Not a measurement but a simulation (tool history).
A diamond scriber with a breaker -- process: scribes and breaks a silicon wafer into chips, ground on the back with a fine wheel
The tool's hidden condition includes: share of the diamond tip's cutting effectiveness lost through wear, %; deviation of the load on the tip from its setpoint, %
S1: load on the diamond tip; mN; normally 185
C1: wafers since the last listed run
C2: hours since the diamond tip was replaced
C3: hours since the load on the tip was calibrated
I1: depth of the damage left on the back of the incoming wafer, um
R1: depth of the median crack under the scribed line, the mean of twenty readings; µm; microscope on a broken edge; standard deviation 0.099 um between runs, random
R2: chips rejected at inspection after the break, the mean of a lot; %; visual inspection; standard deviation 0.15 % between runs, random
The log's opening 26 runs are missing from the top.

Run 27, hour 742.6: usual settings but S1 169 mN; C1 44; C2 763.8; C3 1509.0; I1 2.64. Result: R1 10.15 µm, R2 8.19 %.
At hour 749.1: diamond tip replaced by a new one.
At hour 753.0: load on the tip recalibrated.
Run 28, hour 776.3: usual settings but S1 145 mN; C1 81; C2 27.2; C3 23.3; I1 2.27. Result: R1 9.75 µm, R2 13.16 %.
Run 29, hour 802.6: usual settings but S1 241 mN; C1 71; C2 53.5; C3 49.6; I1 2.17. Result: R1 13.75 µm, R2 11.22 %.
Run 30, hour 827.0: usual settings but S1 212 mN; C1 66; C2 77.9; C3 74.0; I1 2.60. Result: R1 12.55 µm, R2 3.56 %.
Run 31, hour 852.5: usual settings but S1 206 mN; C1 69; C2 103.4; C3 99.5; I1 2.34. Result: R1 12.36 µm, R2 2.30 %.
Run 32, hour 877.4: usual settings but S1 217 mN; C1 67; C2 128.3; C3 124.4; I1 2.04. Result: R1 12.68 µm, R2 3.76 %.
Run 33, hour 928.0: usual settings but S1 163 mN; C1 138; C2 178.9; C3 175.0; I1 1.84. Result: R1 10.17 µm, R2 6.51 %.
Run 34, hour 961.1: usual settings but S1 234 mN; C1 90; C2 212.0; C3 208.1; I1 1.77. Result: R1 13.19 µm, R2 6.92 %.
Run 35, hour 990.7: usual settings; C1 80; C2 241.6; C3 237.7; I1 1.77. Result: R1 11.27 µm, R2 1.87 %.
Run 36, hour 1006.0: usual settings but S1 204 mN; C1 41; C2 256.9; C3 253.0; I1 2.44. Result: R1 12.03 µm, R2 2.24 %.
Run 37, hour 1029.4: usual settings but S1 136 mN; C1 63; C2 280.3; C3 276.4; I1 1.76. Result: R1 8.82 µm, R2 19.97 %.
Run 38, hour 1043.7: usual settings but S1 216 mN; C1 39; C2 294.6; C3 290.7; I1 2.21. Result: R1 12.30 µm, R2 2.61 %.
Run 39, hour 1076.2: usual settings but S1 137 mN; C1 88; C2 327.1; C3 323.2; I1 2.43. Result: R1 8.89 µm, R2 24.56 %.

Each row is a separate what-if for the run after 39, all from the same tool condition, not one after another. Results?
Run A, hour 1076.8: usual settings but S1 228 mN; C1 1; C2 327.7; C3 323.8; I1 2.05. Result: R1 ?, R2 ?.
Run B, hour 1076.8: usual settings but S1 149 mN; C1 1; C2 327.7; C3 323.8; I1 2.05. Result: R1 ?, R2 ?.
Run C, hour 1076.8: usual settings but S1 158 mN; C1 1; C2 327.7; C3 323.8; I1 2.05. Result: R1 ?, R2 ?.

run     R1     R2
  A  12.62   4.43
  B   9.33  13.15
  C   9.73   9.05
The same runs, with their run-to-run variation unchanged, on a tool lacking any hidden condition would have given:
run     R1    R2
  A  13.22  7.60
  B   9.77  8.68
  C  10.19  5.48
